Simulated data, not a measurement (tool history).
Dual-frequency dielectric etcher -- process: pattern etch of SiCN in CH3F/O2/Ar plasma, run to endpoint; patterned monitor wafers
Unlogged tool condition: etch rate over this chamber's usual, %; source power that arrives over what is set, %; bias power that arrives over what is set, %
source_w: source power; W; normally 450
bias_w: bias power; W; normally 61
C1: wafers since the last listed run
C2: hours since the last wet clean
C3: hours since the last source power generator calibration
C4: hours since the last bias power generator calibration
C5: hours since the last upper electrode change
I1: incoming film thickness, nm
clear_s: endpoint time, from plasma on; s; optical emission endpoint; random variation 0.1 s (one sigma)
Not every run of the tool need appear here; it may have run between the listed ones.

Run 1, hour 0.0: usual settings; C1 0; C2 483.1; C3 3070.2; C4 4208.0; C5 5744.1; I1 8.61. Result: clear_s 21.7 s.
Run 2, hour 14.9: usual settings but source_w 380 W; C1 205; C2 498.0; C3 3085.1; C4 4222.9; C5 5759.0; I1 8.68. Result: clear_s 24.4 s.
Run 3, hour 22.3: usual settings but source_w 380 W; C1 101; C2 505.4; C3 3092.5; C4 4230.3; C5 5766.4; I1 8.64. Result: clear_s 24.4 s.
Run 4, hour 33.7: usual settings but source_w 380 W; C1 157; C2 516.8; C3 3103.9; C4 4241.7; C5 5777.8; I1 8.60. Result: clear_s 24.0 s.
Run 5, hour 42.8: usual settings but bias_w 70 W; C1 125; C2 525.9; C3 3113.0; C4 4250.8; C5 5786.9; I1 8.59. Result: clear_s 20.6 s.
Run 6, hour 54.0: usual settings but bias_w 70 W; C1 154; C2 537.1; C3 3124.2; C4 4262.0; C5 5798.1; I1 8.62. Result: clear_s 20.7 s.
Run 7, hour 65.5: usual settings but bias_w 70 W; C1 158; C2 548.6; C3 3135.7; C4 4273.5; C5 5809.6; I1 8.64. Result: clear_s 20.8 s.
Run 8, hour 71.9: usual settings; C1 88; C2 555.0; C3 3142.1; C4 4279.9; C5 5816.0; I1 8.66. Result: clear_s 22.0 s.
Run 9, hour 79.1: usual settings; C1 99; C2 562.2; C3 3149.3; C4 4287.1; C5 5823.2; I1 8.62. Result: clear_s 22.0 s.
Run 10, hour 91.6: usual settings; C1 172; C2 574.7; C3 3161.8; C4 4299.6; C5 5835.7; I1 8.66. Result: clear_s 21.9 s.
Run 11, hour 105.5: usual settings; C1 191; C2 588.6; C3 3175.7; C4 4313.5; C5 5849.6; I1 8.58. Result: clear_s 22.0 s.
At hour 109.6: source power generator calibrated.
Run 12, hour 121.1: usual settings; C1 159; C2 604.2; C3 11.5; C4 4329.1; C5 5865.2; I1 8.63. Result: clear_s 22.0 s.
At hour 147.5: upper electrode replaced.
Run 13, hour 148.0: usual settings; C1 39; C2 631.1; C3 38.4; C4 4356.0; C5 0.5; I1 8.63. Result: clear_s 22.2 s.
Run 14, hour 148.9: usual settings but source_w 510 W; C1 12; C2 632.0; C3 39.3; C4 4356.9; C5 1.4; I1 8.53. Result: clear_s 20.3 s.
Run 15, hour 162.0: usual settings; C1 180; C2 645.1; C3 52.4; C4 4370.0; C5 14.5; I1 8.63. Result: clear_s 22.1 s.
Run 16, hour 178.9: usual settings but source_w 420 W, bias_w 71 W; C1 232; C2 662.0; C3 69.3; C4 4386.9; C5 31.4; I1 8.65. Result: clear_s 21.7 s.
Run 17, hour 194.3: usual settings but source_w 370 W; C1 212; C2 677.4; C3 84.7; C4 4402.3; C5 46.8; I1 8.50. Result: clear_s 24.7 s.
At hour 209.5: bias power generator calibrated.
At hour 225.3: wet clean of the chamber.
Run 18, hour 225.8: usual settings; C1 162; C2 0.5; C3 116.2; C4 16.3; C5 78.3; I1 8.57. Result: clear_s 20.9 s.
Run 19, hour 226.1: usual settings but source_w 550 W, bias_w 57 W; C1 4; C2 0.8; C3 116.5; C4 16.6; C5 78.6; I1 8.59. Result: clear_s 19.3 s.
Run 20, hour 234.2: usual settings but source_w 410 W, bias_w 71 W; C1 111; C2 8.9; C3 124.6; C4 24.7; C5 86.7; I1 8.56. Result: clear_s 20.6 s.
Run 21, hour 242.5: usual settings but bias_w 54 W; C1 114; C2 17.2; C3 132.9; C4 33.0; C5 95.0; I1 8.68. Result: clear_s 22.2 s.
Run 22, hour 253.6: usual settings but source_w 560 W; C1 152; C2 28.3; C3 144.0; C4 44.1; C5 106.1; I1 8.58. Result: clear_s 18.6 s.
Run 23, hour 263.9: usual settings; C1 141; C2 38.6; C3 154.3; C4 54.4; C5 116.4; I1 8.61. Result: clear_s 21.0 s.
Run 24, hour 280.5: usual settings but bias_w 70 W; C1 228; C2 55.2; C3 170.9; C4 71.0; C5 133.0; I1 8.60. Result: clear_s 20.0 s.
Run 25, hour 293.3: usual settings but bias_w 50 W; C1 176; C2 68.0; C3 183.7; C4 83.8; C5 145.8; I1 8.66. Result: clear_s 22.9 s.
Run 26, hour 307.6: usual settings but source_w 420 W; C1 196; C2 82.3; C3 198.0; C4 98.1; C5 160.1; I1 8.53. Result: clear_s 21.6 s.
Run 27, hour 314.8: usual settings but bias_w 52 W; C1 99; C2 89.5; C3 205.2; C4 105.3; C5 167.3; I1 8.63. Result: clear_s 22.4 s.
Run 28, hour 329.0: usual settings; C1 195; C2 103.7; C3 219.4; C4 119.5; C5 181.5; I1 8.61. Result: clear_s 21.1 s.

Exercise: give the hidden state of the tool at every run:
source power that arrives over what is set, %: 0, the same for each run
bias power that arrives over what is set, %: 0, the same for each run
H1: etch rate over this chamber's usual, %
run      H1
  1   -4.06
  2   -4.18
  3   -4.24
  4   -4.34
  5   -4.41
  6    -4.5
  7    -4.6
  8   -4.65
  9   -4.71
 10   -4.81
 11   -4.92
 12   -5.05
 13   -5.27
 14   -5.28
 15   -5.39
 16   -5.53
 17   -5.65
 18  -0.286
 19  -0.288
 20  -0.355
 21  -0.423
 22  -0.514
 23  -0.599
 24  -0.735
 25   -0.84
 26  -0.957
 27   -1.02
 28   -1.13
